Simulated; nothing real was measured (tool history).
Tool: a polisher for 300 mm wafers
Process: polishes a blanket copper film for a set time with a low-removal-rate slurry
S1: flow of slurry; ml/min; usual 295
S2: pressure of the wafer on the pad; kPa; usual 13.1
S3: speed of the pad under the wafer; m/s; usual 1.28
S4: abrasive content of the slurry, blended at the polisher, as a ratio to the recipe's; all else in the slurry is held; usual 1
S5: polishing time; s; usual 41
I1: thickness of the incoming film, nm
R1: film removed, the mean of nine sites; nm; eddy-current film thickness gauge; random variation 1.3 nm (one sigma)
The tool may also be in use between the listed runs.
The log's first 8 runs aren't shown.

run      day   S1    S2    S3    S4  S5     I1     R1
      24.962  -- slurry blender recalibrated
  9   25.692  295    11  1.28     1  46  721.7  109.7
 10   30.021  295  13.1  1.28     1  47  715.2  128.7
      32.908  -- slurry nozzle cleaned
 11   33.242  345    11  0.94  0.75  41  725.4   72.3
 12   35.217  230  14.5  1.28   0.8  41  726.8  116.5
      38.429  -- worn pad replaced by a new one
 13   39.075  295  13.1  1.28  1.15  41  722.7  115.4
 14   42.258  390  13.1  1.06     1  34  714.8   81.9
 15   46.358  295  13.1  1.28     1  41  727.3  107.7
 16   48.767  295  14.5  1.28     1  41  722.1  118.4
 17   50.971  295  13.1  1.66     1  41  729.1    134
      51.488  -- head pressure recalibrated
      54.358  -- slurry blender recalibrated
 18   55.296  295  13.1  1.28     1  41  721.4  115.5
 19   59.071  295  13.1  1.14     1  51  723.5    128
 20   61.429  295  13.1  1.28     1  41    732  114.6
      63.342  -- worn pad replaced by a new one
 21   65.275  295  13.1  1.46   1.2  45  717.9  142.4
      65.904  -- slurry nozzle cleaned
 22   67.429  390  13.1   1.5   0.9  36    721  111.7
 23   71.925  195     9  1.28     1  41  722.1   71.7
 24   73.779  295  13.1  1.62     1  50  720.6  165.8
 25   77.158  295  13.1  1.28     1  41  718.3  108.6
      79.662  -- slurry blender recalibrated
 26   80.571  230  16.5  1.72  1.15  41  736.3  186.1
 27   84.121  295  13.1  1.28     1  41  732.6  113.2
 28   86.679  365  13.1  1.28     1  33  724.9   93.3
 29   89.529  345  13.1  0.92  0.75  41  725.2   81.1
      91.062  -- worn pad replaced by a new one
      93.021  -- head pressure recalibrated
      94.462  -- slurry nozzle cleaned
 30  102.271  295  13.1  1.28  1.25  31  720.8   86.5

4 ways to go on from here, each from the tool as it stands after run 30. What would each give?
  A  102.288  350  13.1  1.28    1  41  720.1   ?
  B  102.288  215  13.1  1.04    1  34  720.1   ?
  C  102.288  295    11  1.28    1  41  720.1   ?
  D  102.288  295  13.1  1.28  0.7  41  720.1   ?

run     R1
  A  110.4
  B   73.9
  C   91.8
  D    102
Without the tool's hidden state the same runs would have given:
run     R1
  A  118.9
  B   79.6
  C   98.8
  D  109.4
